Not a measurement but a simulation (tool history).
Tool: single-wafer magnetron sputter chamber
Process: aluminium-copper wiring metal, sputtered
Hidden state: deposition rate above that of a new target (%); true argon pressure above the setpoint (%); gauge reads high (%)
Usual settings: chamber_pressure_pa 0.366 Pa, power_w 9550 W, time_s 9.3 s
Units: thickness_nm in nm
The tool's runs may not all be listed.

| run | hour | chamber_pressure_pa | power_w | time_s | wafers since the last listed run | wafers on the sputter target | hours since the last manometer calibration | hours since the magnet pack was replaced | hours since the gauge calibration | read-back reference wafer on the same gauge, thickness_nm | thickness_nm |
|---|---|---|---|---|---|---|---|---|---|---|---|
| 1 | 0 | 0.299 | 8450 | 9.3 | 0 | 4116 | 2400.4 | 10078.1 | 368.5 | 150.061 | 151.161 |
| 2 | 17.9 | 0.299 | 8450 | 9.3 | 588 | 4705 | 2418.3 | 10096 | 386.4 | 149.978 | 151.079 |
|  | 51.6 | sputter target and shields replaced |
| 3 | 52.1 | 0.299 | 8450 | 9.3 | 861 | 17 | 2452.5 | 10130.2 | 420.6 | 150.035 | 152.469 |
| 4 | 82.7 | 0.366 | 9550 | 9.3 | 1005 | 1022 | 2483.1 | 10160.8 | 451.2 | 149.971 | 161.316 |
| 5 | 103.5 | 0.366 | 9550 | 9.3 | 683 | 1706 | 2503.9 | 10181.6 | 472 | 149.971 | 161.777 |
| 6 | 137.6 | 0.366 | 8200 | 9.3 | 1120 | 2827 | 2538 | 10215.7 | 506.1 | 150.017 | 142.853 |
| 7 | 163.2 | 0.366 | 8200 | 9.3 | 841 | 3668 | 2563.6 | 10241.3 | 531.7 | 150.02 | 143.29 |
|  | 203.1 | sputter target and shields replaced |
| 8 | 203.6 | 0.315 | 9550 | 9.67 | 1064 | 17 | 2604 | 10281.7 | 572.1 | 150.008 | 172.676 |
| 9 | 228.4 | 0.315 | 9550 | 9.67 | 815 | 832 | 2628.8 | 10306.5 | 596.9 | 149.959 | 172.279 |
|  | 261.1 | magnet pack replaced |
| 10 | 263.7 | 0.315 | 9550 | 9.67 | 897 | 1729 | 2664.1 | 2.6 | 632.2 | 149.995 | 172.401 |
| 11 | 297.8 | 0.366 | 9550 | 9.3 | 1120 | 2850 | 2698.2 | 36.7 | 666.3 | 150.024 | 161.502 |
| 12 | 310.5 | 0.366 | 9550 | 9.3 | 417 | 3267 | 2710.9 | 49.4 | 679 | 149.951 | 161.205 |
| 13 | 332.1 | 0.366 | 9550 | 9.3 | 709 | 3977 | 2732.5 | 71 | 700.6 | 150.041 | 160.881 |
| 14 | 348.9 | 0.366 | 9550 | 9.3 | 552 | 4529 | 2749.3 | 87.8 | 717.4 | 150.019 | 161.014 |
|  | 357.9 | gauge calibrated |
|  | 369.9 | sputter target and shields replaced |
| 15 | 373.2 | 0.441 | 9550 | 9.3 | 535 | 106 | 2773.6 | 112.1 | 15.3 | 150.065 | 157.208 |
|  | 385.3 | capacitance manometer re-zeroed and calibrated |
| 16 | 389.8 | 0.366 | 9550 | 9.78 | 282 | 389 | 4.5 | 128.7 | 31.9 | 149.991 | 165.57 |
| 17 | 406.5 | 0.366 | 9550 | 10.72 | 548 | 938 | 21.2 | 145.4 | 48.6 | 149.947 | 181.046 |
| 18 | 419.6 | 0.326 | 7450 | 10.24 | 430 | 1369 | 34.3 | 158.5 | 61.7 | 150.03 | 146.52 |
| 19 | 441.9 | 0.366 | 9550 | 9.3 | 732 | 2101 | 56.6 | 180.8 | 84 | 150.023 | 157.179 |
| 20 | 457.4 | 0.366 | 9550 | 9.3 | 509 | 2611 | 72.1 | 196.3 | 99.5 | 149.993 | 157.156 |
| 21 | 481.1 | 0.421 | 11600 | 9.88 | 778 | 3390 | 95.8 | 220 | 123.2 | 150.006 | 189.334 |
| 22 | 501.8 | 0.366 | 8800 | 7.62 | 680 | 4070 | 116.5 | 240.7 | 143.9 | 149.982 | 120.505 |
| 23 | 525.7 | 0.366 | 9550 | 9.3 | 785 | 4856 | 140.4 | 264.6 | 167.8 | 150.017 | 157.256 |
|  | 553.3 | sputter target and shields replaced |
| 24 | 553.8 | 0.366 | 7750 | 9.3 | 660 | 15 | 168.5 | 292.7 | 195.9 | 149.945 | 135.063 |
| 25 | 584 | 0.453 | 9550 | 9.3 | 992 | 1007 | 198.7 | 322.9 | 226.1 | 150.044 | 151.558 |
| 26 | 608 | 0.366 | 10950 | 9.9 | 788 | 1796 | 222.7 | 346.9 | 250.1 | 150.008 | 187.249 |
| 27 | 637.3 | 0.466 | 10750 | 7.74 | 962 | 2759 | 252 | 376.2 | 279.4 | 149.992 | 137.041 |
| 28 | 653.9 | 0.366 | 9550 | 8.66 | 545 | 3305 | 268.6 | 392.8 | 296 | 149.994 | 147.021 |
| 29 | 684.4 | 0.366 | 9550 | 9.3 | 1002 | 4307 | 299.1 | 423.3 | 326.5 | 150.014 | 158.021 |
|  | 695 | sputter target and shields replaced |
| 30 | 700.9 | 0.366 | 9550 | 9.3 | 279 | 194 | 315.6 | 439.8 | 343 | 149.99 | 159.228 |
| 31 | 724.2 | 0.309 | 9550 | 9.3 | 765 | 960 | 338.9 | 463.1 | 366.3 | 150.048 | 163.554 |

5 ways to go on from here, each from the tool as it stands after run 31. What would each give?
| A | 724.6 | 0.366 | 9550 | 7.67 | 13 | 973 | 339.3 | 463.5 | 366.7 | ? | ? |
| B | 724.6 | 0.366 | 9550 | 10.57 | 13 | 973 | 339.3 | 463.5 | 366.7 | ? | ? |
| C | 724.6 | 0.366 | 9550 | 8.41 | 13 | 973 | 339.3 | 463.5 | 366.7 | ? | ? |
| D | 724.6 | 0.418 | 9550 | 9.3 | 13 | 973 | 339.3 | 463.5 | 366.7 | ? | ? |
| E | 724.6 | 0.418 | 8100 | 8.11 | 13 | 973 | 339.3 | 463.5 | 366.7 | ? | ? |

| run | read-back reference wafer on the same gauge, thickness_nm | thickness_nm |
|---|---|---|
| A | 150.068 | 130.77 |
| B | 150.068 | 180.214 |
| C | 150.068 | 143.387 |
| D | 150.068 | 154.445 |
| E | 150.068 | 118.634 |
Without the tool's hidden state the same runs would have given:
| run | thickness_nm |
|---|---|
| A | 129.971 |
| B | 179.112 |
| C | 142.51 |
| D | 153.301 |
| E | 117.755 |

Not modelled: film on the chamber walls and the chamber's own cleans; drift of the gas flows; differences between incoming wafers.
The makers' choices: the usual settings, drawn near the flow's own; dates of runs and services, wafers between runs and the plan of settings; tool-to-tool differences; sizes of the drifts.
